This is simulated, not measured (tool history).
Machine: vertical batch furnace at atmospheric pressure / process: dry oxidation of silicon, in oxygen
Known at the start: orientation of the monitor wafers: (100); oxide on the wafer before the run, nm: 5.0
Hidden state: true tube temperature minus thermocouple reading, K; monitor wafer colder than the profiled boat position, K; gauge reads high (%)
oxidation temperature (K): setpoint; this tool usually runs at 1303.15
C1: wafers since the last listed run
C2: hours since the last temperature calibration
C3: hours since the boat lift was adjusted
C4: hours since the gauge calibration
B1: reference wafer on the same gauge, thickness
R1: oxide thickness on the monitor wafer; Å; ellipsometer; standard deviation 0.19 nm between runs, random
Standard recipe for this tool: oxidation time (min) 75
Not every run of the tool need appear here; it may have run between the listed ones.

Run 1, hour 0: usual settings; C1 0; C2 1835.3; C3 4042.1; C4 529.8; B1 81.93. Result: R1 822 Å.
Run 2, hour 25.5: usual settings; C1 370; C2 1860.8; C3 4067.6; C4 555.3; B1 81.9. Result: R1 819.3 Å.
Run 3, hour 90.3: usual settings; C1 941; C2 1925.6; C3 4132.4; C4 620.1; B1 81.93. Result: R1 820.9 Å.
Run 4, hour 115.1: usual settings; C1 360; C2 1950.4; C3 4157.2; C4 644.9; B1 81.87. Result: R1 818.1 Å.
Run 5, hour 160.2: usual settings but oxidation time (min) 87; C1 655; C2 1995.5; C3 4202.3; C4 690; B1 81.95. Result: R1 902.8 Å.
Run 6, hour 206.8: usual settings; C1 677; C2 2042.1; C3 4248.9; C4 736.6; B1 81.94. Result: R1 821.6 Å.
Run 7, hour 271.8: usual settings; C1 944; C2 2107.1; C3 4313.9; C4 801.6; B1 81.87. Result: R1 822.1 Å.
Run 8, hour 337.8: usual settings; C1 959; C2 2173.1; C3 4379.9; C4 867.6; B1 81.91. Result: R1 821.8 Å.
Run 9, hour 376.5: usual settings; C1 562; C2 2211.8; C3 4418.6; C4 906.3; B1 81.84. Result: R1 821.8 Å.
At hour 424.7: thermocouples replaced and temperature profile calibrated.
Run 10, hour 425.2: usual settings; C1 359; C2 0.5; C3 4467.3; C4 955; B1 81.91. Result: R1 819.7 Å.
Run 11, hour 439.4: usual settings; C1 206; C2 14.7; C3 4481.5; C4 969.2; B1 81.93. Result: R1 820.6 Å.
Run 12, hour 615.4: usual settings but oxidation time (min) 85.5; C1 2558; C2 190.7; C3 4657.5; C4 1145.2; B1 81.96. Result: R1 896.2 Å.
Run 13, hour 682.2: usual settings but oxidation time (min) 85.5; C1 971; C2 257.5; C3 4724.3; C4 1212; B1 81.9. Result: R1 890.1 Å.
Run 14, hour 721.6: usual settings but oxidation temperature (K) 1283.15, oxidation time (min) 96; C1 572; C2 296.9; C3 4763.7; C4 1251.4; B1 81.92. Result: R1 804.5 Å.
Run 15, hour 756.2: usual settings but oxidation time (min) 85.5; C1 502; C2 331.5; C3 4798.3; C4 1286; B1 81.83. Result: R1 894.1 Å.
Run 16, hour 810.6: usual settings but oxidation temperature (K) 1291.15, oxidation time (min) 96; C1 790; C2 385.9; C3 4852.7; C4 1340.4; B1 81.94. Result: R1 866.2 Å.
At hour 830.9: gauge calibrated.
Run 17, hour 857.7: usual settings but oxidation temperature (K) 1289.15, oxidation time (min) 46; C1 684; C2 433; C3 4899.8; C4 26.8; B1 81.96. Result: R1 529.8 Å.
At hour 885.6: boat lift adjusted.
Run 18, hour 912: usual settings; C1 440; C2 487.3; C3 26.4; C4 81.1; B1 81.89. Result: R1 805.5 Å.
Run 19, hour 975.5: usual settings but oxidation temperature (K) 1290.15; C1 923; C2 550.8; C3 89.9; C4 144.6; B1 81.91. Result: R1 714.7 Å.
Run 20, hour 1015.6: usual settings but oxidation temperature (K) 1324.15, oxidation time (min) 38; C1 582; C2 590.9; C3 130; C4 184.7; B1 81.85. Result: R1 630.6 Å.
At hour 1062: boat lift adjusted, repeated, since the last time left the tool worse.
Run 21, hour 1081.6: usual settings but oxidation temperature (K) 1284.15, oxidation time (min) 46.5; C1 610; C2 656.9; C3 19.6; C4 250.7; B1 81.88. Result: R1 523.2 Å.
Run 22, hour 1108.2: usual settings but oxidation temperature (K) 1283.15; C1 386; C2 683.5; C3 46.2; C4 277.3; B1 81.92. Result: R1 698.8 Å.
Run 23, hour 1154.9: usual settings; C1 678; C2 730.2; C3 92.9; C4 324; B1 81.93. Result: R1 834 Å.
Run 24, hour 1218.8: usual settings but oxidation temperature (K) 1290.15, oxidation time (min) 54; C1 928; C2 794.1; C3 156.8; C4 387.9; B1 81.89. Result: R1 602 Å.
Run 25, hour 1257.1: usual settings but oxidation temperature (K) 1321.15, oxidation time (min) 42.5; C1 556; C2 832.4; C3 195.1; C4 426.2; B1 81.94. Result: R1 679.8 Å.
Run 26, hour 1299.8: usual settings but oxidation temperature (K) 1316.15, oxidation time (min) 57.5; C1 620; C2 875.1; C3 237.8; C4 468.9; B1 81.9. Result: R1 788.6 Å.
Run 27, hour 1358: usual settings but oxidation temperature (K) 1278.15, oxidation time (min) 110.5; C1 846; C2 933.3; C3 296; C4 527.1; B1 81.87. Result: R1 860.6 Å.

List, for all runs, the conditions of the tool that the log does not record:
true tube temperature minus thermocouple reading, K: 0 in every run
gauge reads high (%): 0 in every run
H1: monitor wafer colder than the profiled boat position, K
run     H1
  1   2.46
  2   2.47
  3   2.48
  4   2.48
  5   2.49
  6   2.49
  7    2.5
  8   2.51
  9   2.52
 10   2.52
 11   2.53
 12   2.55
 13   2.56
 14   2.56
 15   2.56
 16   2.57
 17   2.57
 18   4.99
 19   5.08
 20   5.14
 21  0.267
 22  0.306
 23  0.374
 24  0.464
 25  0.516
 26  0.573
 27  0.649

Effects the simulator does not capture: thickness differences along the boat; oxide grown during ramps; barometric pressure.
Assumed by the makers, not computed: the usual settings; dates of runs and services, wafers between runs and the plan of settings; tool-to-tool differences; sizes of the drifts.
